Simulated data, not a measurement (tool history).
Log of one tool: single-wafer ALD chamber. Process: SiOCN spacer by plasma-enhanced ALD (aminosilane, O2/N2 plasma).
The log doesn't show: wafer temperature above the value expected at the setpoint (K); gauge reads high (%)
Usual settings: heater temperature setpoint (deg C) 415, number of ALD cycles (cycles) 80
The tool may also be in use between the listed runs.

run,hour,heater temperature setpoint (deg C),number of ALD cycles (cycles),wafers since the last listed run,hours since the last thermocouple change,hours since the gauge calibration,"read-back reference wafer on the same gauge, thickness_nm",mean film thickness on the monitor wafer (angstrom)
1,0.0,415,80,0,1008.6,670.1,5.521,45.98
2,89.0,406,80,323,1097.6,759.1,5.520,47.61
3,184.2,406,80,346,1192.8,854.3,5.520,47.52
4,233.9,406,80,180,1242.5,904.0,5.522,47.27
5,293.1,415,86,215,1301.7,963.2,5.524,50.10
6,355.2,415,86,225,1363.8,1025.3,5.520,49.74
7,463.0,415,86,391,1471.6,1133.1,5.521,49.59
8,637.8,422,80,635,1646.4,1307.9,5.520,45.40
# hour 797.5: thermocouple changed; heater temperature recalibrated
9,928.2,422,80,1026,130.7,1598.3,5.521,46.13
# hour 987.3: gauge calibrated
10,1026.1,415,72,355,228.6,38.8,5.523,42.03
11,1099.9,415,72,268,302.4,112.6,5.519,42.05
12,1172.4,415,80,263,374.9,185.1,5.518,46.69
13,1235.8,415,80,230,438.3,248.5,5.522,46.56
14,1286.5,415,80,184,489.0,299.2,5.521,46.56
15,1373.5,404,69,316,576.0,386.2,5.523,41.51
16,1425.7,425,80,189,628.2,438.4,5.525,45.35
17,1512.6,423,92,315,715.1,525.3,5.525,52.45
18,1598.5,410,75,312,801.0,611.2,5.522,44.06
19,1776.0,420,80,645,978.5,788.7,5.519,45.60
20,1827.4,430,68,186,1029.9,840.1,5.518,37.71
21,1910.0,408,73,300,1112.5,922.7,5.521,43.11
22,1977.5,429,85,245,1180.0,990.2,5.525,47.69
23,2035.5,402,80,210,1238.0,1048.2,5.521,48.00
# hour 2190.2: thermocouple changed; heater temperature recalibrated
24,2190.7,415,80,535,0.5,1203.4,5.519,47.19
25,2249.1,415,72,212,58.9,1261.8,5.517,42.56
26,2302.9,415,80,195,112.7,1315.6,5.521,47.20
# hour 2348.7: gauge calibrated
27,2406.1,401,89,375,215.9,57.4,5.519,53.87
28,2444.3,415,84,138,254.1,95.6,5.519,49.00
29,2528.0,415,80,304,337.8,179.3,5.523,46.75
30,2634.0,406,92,385,443.8,285.3,5.521,54.83
31,2691.4,415,80,208,501.2,342.7,5.521,46.40
32,2769.1,404,69,282,578.9,420.4,5.519,41.56

Some steps in mean film thickness on the monitor wafer (angstrom) between neighbouring runs. How much of each would the tool show without its hidden state too (settings, what came in, random variation), and how much is left for the hidden state, with any gauge scatter that isn't in both results?
Run 8 -> 9: thermocouple changed; heater temperature recalibrated. mean film thickness on the monitor wafer (angstrom) +0.73: hidden state +0.63, all else +0.10.
Run 17 -> 18: heater temperature setpoint (deg C) 423 -> 410, number of ALD cycles (cycles) 92 -> 75. mean film thickness on the monitor wafer (angstrom) -8.39: hidden state +0.08, all else -8.47.
Run 23 -> 24: heater temperature setpoint (deg C) 402 -> 415, thermocouple changed; heater temperature recalibrated. mean film thickness on the monitor wafer (angstrom) -0.81: hidden state +0.70, all else -1.51.
Run 26 -> 27: heater temperature setpoint (deg C) 415 -> 401, number of ALD cycles (cycles) 80 -> 89, gauge calibrated. mean film thickness on the monitor wafer (angstrom) +6.67: hidden state -0.14, all else +6.81.
Run 29 -> 30: heater temperature setpoint (deg C) 415 -> 406, number of ALD cycles (cycles) 80 -> 92. mean film thickness on the monitor wafer (angstrom) +8.08: hidden state -0.14, all else +8.22.
Run 30 -> 31: heater temperature setpoint (deg C) 406 -> 415, number of ALD cycles (cycles) 92 -> 80. mean film thickness on the monitor wafer (angstrom) -8.43: hidden state +0.03, all else -8.46.
